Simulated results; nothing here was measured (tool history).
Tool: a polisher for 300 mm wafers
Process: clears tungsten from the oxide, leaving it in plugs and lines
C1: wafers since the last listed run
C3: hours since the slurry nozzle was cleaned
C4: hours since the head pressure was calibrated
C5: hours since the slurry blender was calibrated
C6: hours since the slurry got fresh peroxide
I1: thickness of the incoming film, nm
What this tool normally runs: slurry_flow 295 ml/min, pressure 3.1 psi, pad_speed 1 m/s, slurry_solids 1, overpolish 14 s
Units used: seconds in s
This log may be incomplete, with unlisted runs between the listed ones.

Run 1, hour 0: usual settings but pad_speed 0.78 m/s, slurry_solids 0.95; C1 0; wafers polished on this pad 4446; C3 812.7; C4 324.8; C5 283.5; C6 377; I1 329.8. Result: seconds 113 s.
Run 2, hour 49.7: usual settings but slurry_solids 0.75; C1 561; wafers polished on this pad 5008; C3 862.4; C4 374.5; C5 333.2; C6 426.7; I1 333.3. Result: seconds 91.7 s.
At hour 55.5: slurry nozzle cleaned.
Run 3, hour 89.4: usual settings; C1 437; wafers polished on this pad 5445; C3 33.9; C4 414.2; C5 372.9; C6 466.4; I1 328.1. Result: seconds 88 s.
Run 4, hour 179.9: usual settings but pad_speed 1.1 m/s, slurry_solids 1.25; C1 1022; wafers polished on this pad 6468; C3 124.4; C4 504.7; C5 463.4; C6 556.9; I1 326.7. Result: seconds 75.1 s.
Run 5, hour 232.8: usual settings; C1 597; wafers polished on this pad 7065; C3 177.3; C4 557.6; C5 516.3; C6 609.8; I1 328.6. Result: seconds 88.7 s.
At hour 249.8: slurry tank refilled with fresh slurry and peroxide.
At hour 272: worn pad replaced by a new one, of another model than before.
At hour 386.4: slurry blender recalibrated.
Run 6, hour 390.1: usual settings but pad_speed 1.1 m/s, slurry_solids 1.25; C1 1698; wafers polished on this pad 1311; C3 334.6; C4 714.9; C5 3.7; C6 140.3; I1 327.4. Result: seconds 75.5 s.
Run 7, hour 495.9: usual settings but pressure 2.4 psi, overpolish 12 s; C1 1195; wafers polished on this pad 2507; C3 440.4; C4 820.7; C5 109.5; C6 246.1; I1 328.2. Result: seconds 101.4 s.
At hour 575.7: head pressure recalibrated.
Run 8, hour 587: usual settings but slurry_flow 225 ml/min, pressure 2.2 psi, pad_speed 1.24 m/s, overpolish 7 s; C1 1006; wafers polished on this pad 3513; C3 531.5; C4 11.3; C5 200.6; C6 337.2; I1 331. Result: seconds 98.8 s.
Run 9, hour 648.5: usual settings; C1 694; wafers polished on this pad 4208; C3 593; C4 72.8; C5 262.1; C6 398.7; I1 330.7. Result: seconds 89.1 s.
Run 10, hour 732.8: usual settings but slurry_flow 265 ml/min, slurry_solids 1.2, overpolish 20 s; C1 952; wafers polished on this pad 5161; C3 677.3; C4 157.1; C5 346.4; C6 483; I1 334.3. Result: seconds 88.3 s.
Run 11, hour 775.5: usual settings but slurry_flow 260 ml/min, pressure 3.6 psi, slurry_solids 1.1, overpolish 21 s; C1 482; wafers polished on this pad 5643; C3 720; C4 199.8; C5 389.1; C6 525.7; I1 327.7. Result: seconds 78.9 s.
Run 12, hour 829.2: usual settings; C1 606; wafers polished on this pad 6250; C3 773.7; C4 253.5; C5 442.8; C6 579.4; I1 332.3. Result: seconds 87.6 s.
Run 13, hour 881.9: usual settings but slurry_flow 340 ml/min, pad_speed 0.82 m/s, slurry_solids 1.25, overpolish 20 s; C1 595; wafers polished on this pad 6845; C3 826.4; C4 306.2; C5 495.5; C6 632.1; I1 331.5. Result: seconds 94.5 s.
At hour 955.4: worn pad replaced by a new one.
Run 14, hour 955.9: usual settings but pressure 3.8 psi, pad_speed 0.8 m/s; C1 790; wafers polished on this pad 5; C3 900.4; C4 380.2; C5 569.5; C6 706.1; I1 329.9. Result: seconds 83.7 s.
At hour 957.4: slurry tank refilled with fresh slurry and peroxide.
At hour 981: slurry blender recalibrated.
Run 15, hour 1009.3: usual settings but slurry_flow 250 ml/min, pressure 2.4 psi, pad_speed 1.34 m/s, slurry_solids 0.9; C1 569; wafers polished on this pad 575; C3 953.8; C4 433.6; C5 28.3; C6 51.9; I1 325.5. Result: seconds 83 s.
At hour 1056.5: slurry nozzle cleaned.
Run 16, hour 1109.6: usual settings but pressure 4.1 psi, pad_speed 1.34 m/s, slurry_solids 1.2, overpolish 10 s; C1 1121; wafers polished on this pad 1697; C3 53.1; C4 533.9; C5 128.6; C6 152.2; I1 329.4. Result: seconds 55.3 s.
Run 17, hour 1154.6: usual settings but slurry_solids 0.7, overpolish 7 s; C1 508; wafers polished on this pad 2205; C3 98.1; C4 578.9; C5 173.6; C6 197.2; I1 333.8. Result: seconds 91.8 s.
Run 18, hour 1234.9: usual settings but pad_speed 1.34 m/s; C1 907; wafers polished on this pad 3112; C3 178.4; C4 659.2; C5 253.9; C6 277.5; I1 328.4. Result: seconds 70.7 s.
Run 19, hour 1340.8: usual settings but pressure 3.8 psi, pad_speed 0.8 m/s; C1 1196; wafers polished on this pad 4309; C3 284.3; C4 765.1; C5 359.8; C6 383.4; I1 330. Result: seconds 87.3 s.
Run 20, hour 1444.9: usual settings but slurry_flow 225 ml/min, pad_speed 1.2 m/s, slurry_solids 1.1; C1 1176; wafers polished on this pad 5485; C3 388.4; C4 869.2; C5 463.9; C6 487.5; I1 327.1. Result: seconds 79.4 s.
Run 21, hour 1486.7: usual settings but pressure 4.1 psi, slurry_solids 0.85, overpolish 22 s; C1 472; wafers polished on this pad 5957; C3 430.2; C4 911; C5 505.7; C6 529.3; I1 324.8. Result: seconds 75.4 s.
Run 22, hour 1570.1: usual settings but pad_speed 0.82 m/s, slurry_solids 1.25; C1 942; wafers polished on this pad 6899; C3 513.6; C4 994.4; C5 589.1; C6 612.7; I1 330.9. Result: seconds 95.2 s.
At hour 1604.1: slurry blender recalibrated.
Run 23, hour 1645.8: usual settings; C1 832; wafers polished on this pad 7732; C3 589.3; C4 1070.1; C5 41.7; C6 688.4; I1 330.8. Result: seconds 87.8 s.
At hour 1661.2: worn pad replaced by a new one.
At hour 1679.6: slurry tank refilled with fresh slurry and peroxide.
Run 24, hour 1723.8: usual settings; C1 824; wafers polished on this pad 695; C3 667.3; C4 1148.1; C5 119.7; C6 44.2; I1 327.4. Result: seconds 84 s.
Run 25, hour 1761.6: usual settings but slurry_flow 230 ml/min, pressure 2.8 psi, pad_speed 1.26 m/s; C1 427; wafers polished on this pad 1122; C3 705.1; C4 1185.9; C5 157.5; C6 82; I1 333.3. Result: seconds 82.8 s.

Here are 5 independent what-if runs from the current tool condition. What would each one return?
Run A, hour 1762: usual settings but slurry_solids 1.15; C1 4; wafers polished on this pad 1127; C3 705.5; C4 1186.3; C5 157.9; C6 82.4; I1 328.9. Result: seconds ?.
Run B, hour 1762: usual settings but slurry_flow 390 ml/min, pressure 2.8 psi; C1 4; wafers polished on this pad 1127; C3 705.5; C4 1186.3; C5 157.9; C6 82.4; I1 328.9. Result: seconds ?.
Run C, hour 1762: usual settings but pressure 3.4 psi, pad_speed 1.3 m/s; C1 4; wafers polished on this pad 1127; C3 705.5; C4 1186.3; C5 157.9; C6 82.4; I1 328.9. Result: seconds ?.
Run D, hour 1762: usual settings but pressure 2.6 psi, pad_speed 0.66 m/s; C1 4; wafers polished on this pad 1127; C3 705.5; C4 1186.3; C5 157.9; C6 82.4; I1 328.9. Result: seconds ?.
Run E, hour 1762: usual settings but slurry_flow 235 ml/min, pressure 4.1 psi, overpolish 11 s; C1 4; wafers polished on this pad 1127; C3 705.5; C4 1186.3; C5 157.9; C6 82.4; I1 328.9. Result: seconds ?.

run  seconds
  A     84.1
  B     89.1
  C     67.9
  D    123.9
  E     74.8
Had the tool no hidden state, the same runs would have come out as:
run  seconds
  A     81.4
  B     86.3
  C     65.8
  D      120
  E     72.5

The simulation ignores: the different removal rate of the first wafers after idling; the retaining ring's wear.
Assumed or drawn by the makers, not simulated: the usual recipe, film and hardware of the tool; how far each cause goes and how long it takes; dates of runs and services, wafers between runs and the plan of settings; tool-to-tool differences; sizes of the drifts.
